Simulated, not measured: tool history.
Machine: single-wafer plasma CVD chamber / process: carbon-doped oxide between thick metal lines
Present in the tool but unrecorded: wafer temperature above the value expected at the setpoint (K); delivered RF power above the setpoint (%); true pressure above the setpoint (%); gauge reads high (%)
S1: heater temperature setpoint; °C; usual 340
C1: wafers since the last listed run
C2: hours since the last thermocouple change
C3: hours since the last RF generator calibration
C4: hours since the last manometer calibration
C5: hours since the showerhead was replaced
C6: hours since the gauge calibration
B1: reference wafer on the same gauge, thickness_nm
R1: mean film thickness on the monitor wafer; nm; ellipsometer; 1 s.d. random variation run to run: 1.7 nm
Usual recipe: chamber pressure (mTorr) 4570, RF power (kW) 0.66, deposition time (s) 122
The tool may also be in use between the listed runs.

run 1 hour=0 | S1=340 chamber_pressure_(mTorr)=4570 RF_power_(kW)=0.66 deposition_time_(s)=122 | C1=0 C2=1197.4 C3=256.8 C4=2459.6 C5=2353.5 C6=383.3 | B1=699.907 | R1=656.758
run 2 hour=24.2 | S1=340 chamber_pressure_(mTorr)=4570 RF_power_(kW)=0.66 deposition_time_(s)=122 | C1=340 C2=1221.6 C3=281 C4=2483.8 C5=2377.7 C6=407.5 | B1=699.819 | R1=655.646
run 3 hour=71.6 | S1=340 chamber_pressure_(mTorr)=4570 RF_power_(kW)=0.66 deposition_time_(s)=122 | C1=666 C2=1269 C3=328.4 C4=2531.2 C5=2425.1 C6=454.9 | B1=700.184 | R1=652.569
run 4 hour=105 | S1=340 chamber_pressure_(mTorr)=4570 RF_power_(kW)=0.66 deposition_time_(s)=122 | C1=469 C2=1302.4 C3=361.8 C4=2564.6 C5=2458.5 C6=488.3 | B1=700.021 | R1=655.008
run 5 hour=157.2 | S1=340 chamber_pressure_(mTorr)=4570 RF_power_(kW)=0.66 deposition_time_(s)=122 | C1=733 C2=1354.6 C3=414 C4=2616.8 C5=2510.7 C6=540.5 | B1=699.866 | R1=653.37
run 6 hour=209.2 | S1=340 chamber_pressure_(mTorr)=4570 RF_power_(kW)=0.66 deposition_time_(s)=122 | C1=730 C2=1406.6 C3=466 C4=2668.8 C5=2562.7 C6=592.5 | B1=700.325 | R1=652.457
run 7 hour=258.1 | S1=340 chamber_pressure_(mTorr)=4570 RF_power_(kW)=0.66 deposition_time_(s)=122 | C1=687 C2=1455.5 C3=514.9 C4=2717.7 C5=2611.6 C6=641.4 | B1=699.807 | R1=648.252
run 8 hour=308.6 | S1=340 chamber_pressure_(mTorr)=4570 RF_power_(kW)=0.66 deposition_time_(s)=122 | C1=709 C2=1506 C3=565.4 C4=2768.2 C5=2662.1 C6=691.9 | B1=699.789 | R1=653.918
run 9 hour=345.8 | S1=340 chamber_pressure_(mTorr)=4570 RF_power_(kW)=0.66 deposition_time_(s)=111 | C1=522 C2=1543.2 C3=602.6 C4=2805.4 C5=2699.3 C6=729.1 | B1=699.785 | R1=593.541
run 10 hour=376.6 | S1=340 chamber_pressure_(mTorr)=4570 RF_power_(kW)=0.66 deposition_time_(s)=111 | C1=432 C2=1574 C3=633.4 C4=2836.2 C5=2730.1 C6=759.9 | B1=699.929 | R1=592.821
run 11 hour=407.9 | S1=340 chamber_pressure_(mTorr)=4570 RF_power_(kW)=0.66 deposition_time_(s)=122 | C1=439 C2=1605.3 C3=664.7 C4=2867.5 C5=2761.4 C6=791.2 | B1=699.782 | R1=649.735
-- hour=422.5 showerhead replaced
-- hour=447.6 gauge calibrated
run 12 hour=450.9 | S1=340 chamber_pressure_(mTorr)=4570 RF_power_(kW)=0.66 deposition_time_(s)=122 | C1=491 C2=1648.3 C3=707.7 C4=2910.5 C5=28.4 C6=3.3 | B1=699.48 | R1=649.237
run 13 hour=513.9 | S1=340 chamber_pressure_(mTorr)=4570 RF_power_(kW)=0.66 deposition_time_(s)=122 | C1=885 C2=1711.3 C3=770.7 C4=2973.5 C5=91.4 C6=66.3 | B1=700.022 | R1=650.179
run 14 hour=540.9 | S1=345 chamber_pressure_(mTorr)=3430 RF_power_(kW)=0.66 deposition_time_(s)=122 | C1=379 C2=1738.3 C3=797.7 C4=3000.5 C5=118.4 C6=93.3 | B1=700.151 | R1=614.829
-- hour=553.6 thermocouple changed; heater temperature recalibrated
run 15 hour=578.2 | S1=340 chamber_pressure_(mTorr)=5590 RF_power_(kW)=0.66 deposition_time_(s)=131 | C1=411 C2=24.6 C3=835 C4=3037.8 C5=155.7 C6=130.6 | B1=699.693 | R1=724.233
run 16 hour=608.4 | S1=350 chamber_pressure_(mTorr)=4570 RF_power_(kW)=0.535 deposition_time_(s)=122 | C1=424 C2=54.8 C3=865.2 C4=3068 C5=185.9 C6=160.8 | B1=699.771 | R1=578.254
run 17 hour=636.8 | S1=340 chamber_pressure_(mTorr)=5310 RF_power_(kW)=0.725 deposition_time_(s)=144 | C1=399 C2=83.2 C3=893.6 C4=3096.4 C5=214.3 C6=189.2 | B1=699.974 | R1=825.445
-- hour=657.1 capacitance manometer re-zeroed and calibrated
run 18 hour=666.2 | S1=332 chamber_pressure_(mTorr)=4890 RF_power_(kW)=0.79 deposition_time_(s)=99 | C1=300 C2=112.6 C3=923 C4=9.1 C5=243.7 C6=218.6 | B1=699.783 | R1=600.586
-- hour=679.5 RF generator calibrated
run 19 hour=732.3 | S1=340 chamber_pressure_(mTorr)=4570 RF_power_(kW)=0.66 deposition_time_(s)=122 | C1=816 C2=178.7 C3=52.8 C4=75.2 C5=309.8 C6=284.7 | B1=699.899 | R1=667.038
run 20 hour=777.5 | S1=340 chamber_pressure_(mTorr)=4570 RF_power_(kW)=0.575 deposition_time_(s)=122 | C1=635 C2=223.9 C3=98 C4=120.4 C5=355 C6=329.9 | B1=700.259 | R1=620.014
run 21 hour=971.9 | S1=340 chamber_pressure_(mTorr)=5590 RF_power_(kW)=0.66 deposition_time_(s)=131 | C1=2731 C2=418.3 C3=292.4 C4=314.8 C5=549.4 C6=524.3 | B1=699.728 | R1=727.22
run 22 hour=1029.8 | S1=340 chamber_pressure_(mTorr)=4570 RF_power_(kW)=0.66 deposition_time_(s)=122 | C1=813 C2=476.2 C3=350.3 C4=372.7 C5=607.3 C6=582.2 | B1=700.303 | R1=657.416
run 23 hour=1071.1 | S1=340 chamber_pressure_(mTorr)=4570 RF_power_(kW)=0.615 deposition_time_(s)=122 | C1=580 C2=517.5 C3=391.6 C4=414 C5=648.6 C6=623.5 | B1=699.784 | R1=633.218
run 24 hour=1122.3 | S1=340 chamber_pressure_(mTorr)=3900 RF_power_(kW)=0.53 deposition_time_(s)=122 | C1=719 C2=568.7 C3=442.8 C4=465.2 C5=699.8 C6=674.7 | B1=699.872 | R1=577.612

What was the tool's hidden state at every run in the log?
true pressure above the setpoint (%): 0, the same for each run
gauge reads high (%): 0, the same for each run
H1: wafer temperature above the value expected at the setpoint (K)
H2: delivered RF power above the setpoint (%)
run=1 H1=4.47 H2=-1.61
run=2 H1=4.5 H2=-1.72
run=3 H1=4.55 H2=-1.95
run=4 H1=4.58 H2=-2.12
run=5 H1=4.63 H2=-2.37
run=6 H1=4.68 H2=-2.62
run=7 H1=4.72 H2=-2.86
run=8 H1=4.75 H2=-3.1
run=9 H1=4.78 H2=-3.29
run=10 H1=4.8 H2=-3.43
run=11 H1=4.81 H2=-3.59
run=12 H1=4.84 H2=-3.8
run=13 H1=4.87 H2=-4.1
run=14 H1=4.88 H2=-4.23
run=15 H1=0.345 H2=-4.41
run=16 H1=0.682 H2=-4.56
run=17 H1=0.982 H2=-4.7
run=18 H1=1.28 H2=-4.84
run=19 H1=1.88 H2=-0.588
run=20 H1=2.25 H2=-0.807
run=21 H1=3.53 H2=-1.75
run=22 H1=3.83 H2=-2.03
run=23 H1=4.02 H2=-2.23
run=24 H1=4.24 H2=-2.48

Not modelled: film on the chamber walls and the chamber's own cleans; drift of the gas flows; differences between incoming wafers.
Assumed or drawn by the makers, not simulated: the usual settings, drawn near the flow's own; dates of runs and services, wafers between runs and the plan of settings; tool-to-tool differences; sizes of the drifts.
